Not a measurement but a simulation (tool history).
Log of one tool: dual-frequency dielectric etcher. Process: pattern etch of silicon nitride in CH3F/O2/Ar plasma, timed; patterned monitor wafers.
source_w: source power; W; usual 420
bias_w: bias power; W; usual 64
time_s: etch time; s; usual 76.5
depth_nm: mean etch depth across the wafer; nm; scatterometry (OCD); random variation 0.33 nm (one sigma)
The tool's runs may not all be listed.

| run | day | source_w | bias_w | time_s | wafers since the last listed run | hours since the last wet clean | hours since the last source power generator calibration | hours since the last bias power generator calibration | hours since the last upper electrode change | hours since the gauge calibration | read-back reference wafer on the same gauge, depth_nm | depth_nm |
|---|---|---|---|---|---|---|---|---|---|---|---|---|
| 1 | 0.000 | 420 | 64 | 76.5 | 0 | 381.9 | 4118.5 | 3383.5 | 4791.0 | 227.9 | 61.1 | 52.7 |
| 2 | 0.371 | 420 | 64 | 76.5 | 59 | 390.8 | 4127.4 | 3392.4 | 4799.9 | 236.8 | 61.2 | 52.3 |
| 3 | 1.096 | 420 | 64 | 76.5 | 116 | 408.2 | 4144.8 | 3409.8 | 4817.3 | 254.2 | 61.0 | 53.2 |
| 4 | 1.688 | 420 | 55 | 76.5 | 95 | 422.4 | 4159.0 | 3424.0 | 4831.5 | 268.4 | 61.2 | 49.3 |
| 5 | 2.179 | 420 | 55 | 76.5 | 79 | 434.2 | 4170.8 | 3435.8 | 4843.3 | 280.2 | 61.3 | 50.2 |
| 6 | 2.533 | 420 | 55 | 76.5 | 56 | 442.7 | 4179.3 | 3444.3 | 4851.8 | 288.7 | 61.0 | 49.0 |
| 7 | 2.788 | 420 | 64 | 76.5 | 40 | 448.8 | 4185.4 | 3450.4 | 4857.9 | 294.8 | 61.2 | 52.0 |
| 8 | 3.354 | 420 | 64 | 76.5 | 91 | 462.4 | 4199.0 | 3464.0 | 4871.5 | 308.4 | 61.2 | 52.2 |
| 9 | 3.942 | 420 | 75 | 84.0 | 94 | 476.5 | 4213.1 | 3478.1 | 4885.6 | 322.5 | 61.3 | 60.9 |
|  | 5.033 | wet clean of the chamber |
| 10 | 5.054 | 420 | 75 | 84.0 | 18 | 0.5 | 4239.8 | 3504.8 | 4912.3 | 349.2 | 61.2 | 64.2 |
| 11 | 5.071 | 420 | 75 | 84.0 | 2 | 0.9 | 4240.2 | 3505.2 | 4912.7 | 349.6 | 61.3 | 63.0 |
| 12 | 5.425 | 350 | 64 | 84.0 | 56 | 9.4 | 4248.7 | 3513.7 | 4921.2 | 358.1 | 61.1 | 55.1 |
| 13 | 5.871 | 340 | 64 | 76.5 | 71 | 20.1 | 4259.4 | 3524.4 | 4931.9 | 368.8 | 61.2 | 49.5 |
|  | 6.562 | bias power generator calibrated |
| 14 | 7.192 | 420 | 64 | 76.5 | 185 | 51.8 | 4291.1 | 15.1 | 4963.6 | 400.5 | 61.2 | 53.5 |
| 15 | 7.479 | 460 | 72 | 67.0 | 46 | 58.7 | 4298.0 | 22.0 | 4970.5 | 407.4 | 61.2 | 51.8 |
| 16 | 8.196 | 420 | 74 | 76.5 | 115 | 75.9 | 4315.2 | 39.2 | 4987.7 | 424.6 | 61.1 | 57.1 |
| 17 | 8.925 | 420 | 64 | 54.5 | 117 | 93.4 | 4332.7 | 56.7 | 5005.2 | 442.1 | 61.3 | 38.3 |
|  | 8.967 | gauge calibrated |
| 18 | 9.529 | 420 | 64 | 55.5 | 97 | 107.9 | 4347.2 | 71.2 | 5019.7 | 13.5 | 61.2 | 39.1 |
| 19 | 10.250 | 450 | 56 | 56.0 | 115 | 125.2 | 4364.5 | 88.5 | 5037.0 | 30.8 | 61.3 | 38.7 |
|  | 10.992 | source power generator calibrated |
|  | 11.279 | upper electrode replaced, of another model than before |
| 20 | 11.300 | 420 | 74 | 63.5 | 95 | 150.4 | 7.4 | 113.7 | 0.5 | 56.0 | 61.2 | 46.8 |
| 21 | 11.479 | 510 | 64 | 56.0 | 28 | 154.7 | 11.7 | 118.0 | 4.8 | 60.3 | 61.2 | 44.9 |
| 22 | 12.196 | 420 | 75 | 84.0 | 115 | 171.9 | 28.9 | 135.2 | 22.0 | 77.5 | 61.3 | 62.5 |
| 23 | 12.721 | 350 | 79 | 59.5 | 84 | 184.5 | 41.5 | 147.8 | 34.6 | 90.1 | 61.1 | 38.6 |
| 24 | 13.379 | 380 | 64 | 84.5 | 105 | 200.3 | 57.3 | 163.6 | 50.4 | 105.9 | 61.2 | 55.3 |
| 25 | 13.717 | 420 | 64 | 76.5 | 54 | 208.4 | 65.4 | 171.7 | 58.5 | 114.0 | 61.1 | 53.2 |
| 26 | 14.300 | 390 | 55 | 96.0 | 93 | 222.4 | 79.4 | 185.7 | 72.5 | 128.0 | 61.2 | 60.5 |
| 27 | 14.946 | 460 | 64 | 76.5 | 103 | 237.9 | 94.9 | 201.2 | 88.0 | 143.5 | 61.1 | 56.5 |
| 28 | 15.508 | 500 | 64 | 76.5 | 90 | 251.4 | 108.4 | 214.7 | 101.5 | 157.0 | 61.1 | 59.8 |
| 29 | 15.921 | 420 | 64 | 76.5 | 66 | 261.3 | 118.3 | 224.6 | 111.4 | 166.9 | 61.2 | 53.5 |
| 30 | 16.504 | 420 | 64 | 76.5 | 93 | 275.3 | 132.3 | 238.6 | 125.4 | 180.9 | 61.3 | 53.0 |
| 31 | 16.850 | 510 | 64 | 59.5 | 55 | 283.6 | 140.6 | 246.9 | 133.7 | 189.2 | 61.3 | 47.1 |

Forecast each of these 3 alternatives for the next run:
| A | 16.867 | 420 | 64 | 76.5 | 2 | 284.0 | 141.0 | 247.3 | 134.1 | 189.6 | ? | ? |
| B | 16.867 | 420 | 64 | 96.0 | 2 | 284.0 | 141.0 | 247.3 | 134.1 | 189.6 | ? | ? |
| C | 16.867 | 420 | 64 | 99.5 | 2 | 284.0 | 141.0 | 247.3 | 134.1 | 189.6 | ? | ? |

| run | read-back reference wafer on the same gauge, depth_nm | depth_nm |
|---|---|---|
| A | 61.2 | 53.0 |
| B | 61.2 | 66.5 |
| C | 61.2 | 68.9 |
Without the tool's hidden state the same runs would have given:
| run | depth_nm |
|---|---|
| A | 54.2 |
| B | 68.1 |
| C | 70.5 |

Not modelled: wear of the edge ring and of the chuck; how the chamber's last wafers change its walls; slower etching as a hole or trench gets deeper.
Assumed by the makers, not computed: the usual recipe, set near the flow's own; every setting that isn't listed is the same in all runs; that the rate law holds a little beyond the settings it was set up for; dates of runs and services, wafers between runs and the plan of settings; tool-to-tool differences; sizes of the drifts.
